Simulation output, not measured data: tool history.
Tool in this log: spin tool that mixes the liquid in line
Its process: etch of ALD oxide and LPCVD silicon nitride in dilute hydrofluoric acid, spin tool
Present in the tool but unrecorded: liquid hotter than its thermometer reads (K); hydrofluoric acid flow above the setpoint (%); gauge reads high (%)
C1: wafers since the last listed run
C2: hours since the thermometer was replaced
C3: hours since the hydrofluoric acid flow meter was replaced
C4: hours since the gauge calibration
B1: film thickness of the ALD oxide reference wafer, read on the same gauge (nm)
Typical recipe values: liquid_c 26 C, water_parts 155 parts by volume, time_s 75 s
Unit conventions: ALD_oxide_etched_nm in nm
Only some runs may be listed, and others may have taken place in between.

run 1 hour=0 | liquid_c=23.5 water_parts=75 time_s=110 | C1=0 C2=28.5 C3=136.6 C4=1263 | B1=40.01 | ALD_oxide_etched_nm=18.4
run 2 hour=23 | liquid_c=28.5 water_parts=210 time_s=90 | C1=142 C2=51.5 C3=159.6 C4=1286 | B1=40.01 | ALD_oxide_etched_nm=5.6
run 3 hour=44.1 | liquid_c=26 water_parts=130 time_s=105 | C1=131 C2=72.6 C3=180.7 C4=1307.1 | B1=40.02 | ALD_oxide_etched_nm=10.44
run 4 hour=69.5 | liquid_c=26 water_parts=155 time_s=95 | C1=157 C2=98 C3=206.1 C4=1332.5 | B1=39.98 | ALD_oxide_etched_nm=7.7
run 5 hour=104.2 | liquid_c=26 water_parts=155 time_s=75 | C1=215 C2=132.7 C3=240.8 C4=1367.2 | B1=39.99 | ALD_oxide_etched_nm=6.13
run 6 hour=131.7 | liquid_c=22 water_parts=110 time_s=60 | C1=170 C2=160.2 C3=268.3 C4=1394.7 | B1=40 | ALD_oxide_etched_nm=6.31
run 7 hour=146.7 | liquid_c=22.5 water_parts=155 time_s=75 | C1=93 C2=175.2 C3=283.3 C4=1409.7 | B1=40 | ALD_oxide_etched_nm=5.38
run 8 hour=178.5 | liquid_c=26 water_parts=100 time_s=75 | C1=197 C2=207 C3=315.1 C4=1441.5 | B1=39.98 | ALD_oxide_etched_nm=10.15
-- hour=186.8 gauge calibrated
run 9 hour=203.9 | liquid_c=27.5 water_parts=155 time_s=30 | C1=157 C2=232.4 C3=340.5 C4=17.1 | B1=40 | ALD_oxide_etched_nm=2.61
run 10 hour=238.1 | liquid_c=26 water_parts=100 time_s=110 | C1=212 C2=266.6 C3=374.7 C4=51.3 | B1=39.98 | ALD_oxide_etched_nm=15.16
run 11 hour=261.6 | liquid_c=26 water_parts=130 time_s=75 | C1=146 C2=290.1 C3=398.2 C4=74.8 | B1=39.99 | ALD_oxide_etched_nm=7.66
run 12 hour=296.2 | liquid_c=26 water_parts=225 time_s=100 | C1=215 C2=324.7 C3=432.8 C4=109.4 | B1=40 | ALD_oxide_etched_nm=5.32
run 13 hour=331.3 | liquid_c=26 water_parts=155 time_s=75 | C1=218 C2=359.8 C3=467.9 C4=144.5 | B1=39.98 | ALD_oxide_etched_nm=6.23
run 14 hour=346.2 | liquid_c=30 water_parts=155 time_s=75 | C1=92 C2=374.7 C3=482.8 C4=159.4 | B1=39.99 | ALD_oxide_etched_nm=7.31
run 15 hour=360.7 | liquid_c=30.5 water_parts=155 time_s=75 | C1=90 C2=389.2 C3=497.3 C4=173.9 | B1=39.99 | ALD_oxide_etched_nm=7.47
run 16 hour=393.2 | liquid_c=21 water_parts=95 time_s=115 | C1=202 C2=421.7 C3=529.8 C4=206.4 | B1=39.97 | ALD_oxide_etched_nm=13.99
run 17 hour=414.4 | liquid_c=26 water_parts=155 time_s=75 | C1=131 C2=442.9 C3=551 C4=227.6 | B1=40.02 | ALD_oxide_etched_nm=6.4
run 18 hour=449.2 | liquid_c=26 water_parts=155 time_s=75 | C1=216 C2=477.7 C3=585.8 C4=262.4 | B1=40 | ALD_oxide_etched_nm=6.34
run 19 hour=479.7 | liquid_c=26 water_parts=90 time_s=75 | C1=189 C2=508.2 C3=616.3 C4=292.9 | B1=40.01 | ALD_oxide_etched_nm=11.79
run 20 hour=496.1 | liquid_c=22.5 water_parts=155 time_s=60 | C1=101 C2=524.6 C3=632.7 C4=309.3 | B1=39.99 | ALD_oxide_etched_nm=4.56
run 21 hour=525.2 | liquid_c=26 water_parts=115 time_s=75 | C1=180 C2=553.7 C3=661.8 C4=338.4 | B1=39.97 | ALD_oxide_etched_nm=8.96
run 22 hour=549.8 | liquid_c=26 water_parts=155 time_s=75 | C1=152 C2=578.3 C3=686.4 C4=363 | B1=40.01 | ALD_oxide_etched_nm=6.47
run 23 hour=582.9 | liquid_c=26 water_parts=75 time_s=75 | C1=205 C2=611.4 C3=719.5 C4=396.1 | B1=40 | ALD_oxide_etched_nm=14.66
run 24 hour=610.6 | liquid_c=24 water_parts=155 time_s=55 | C1=172 C2=639.1 C3=747.2 C4=423.8 | B1=40 | ALD_oxide_etched_nm=4.35

Forecast run 25:
run 25 hour=646.1 | liquid_c=30.5 water_parts=75 time_s=30 | C1=220 C2=674.6 C3=782.7 C4=459.3 | B1=? | ALD_oxide_etched_nm=?

{"run 25": {"B1": 40, "ALD_oxide_etched_nm": 7.09}}
Minus the tool's unlogged condition, the same run would have read ALD_oxide_etched_nm 6.54 nm.
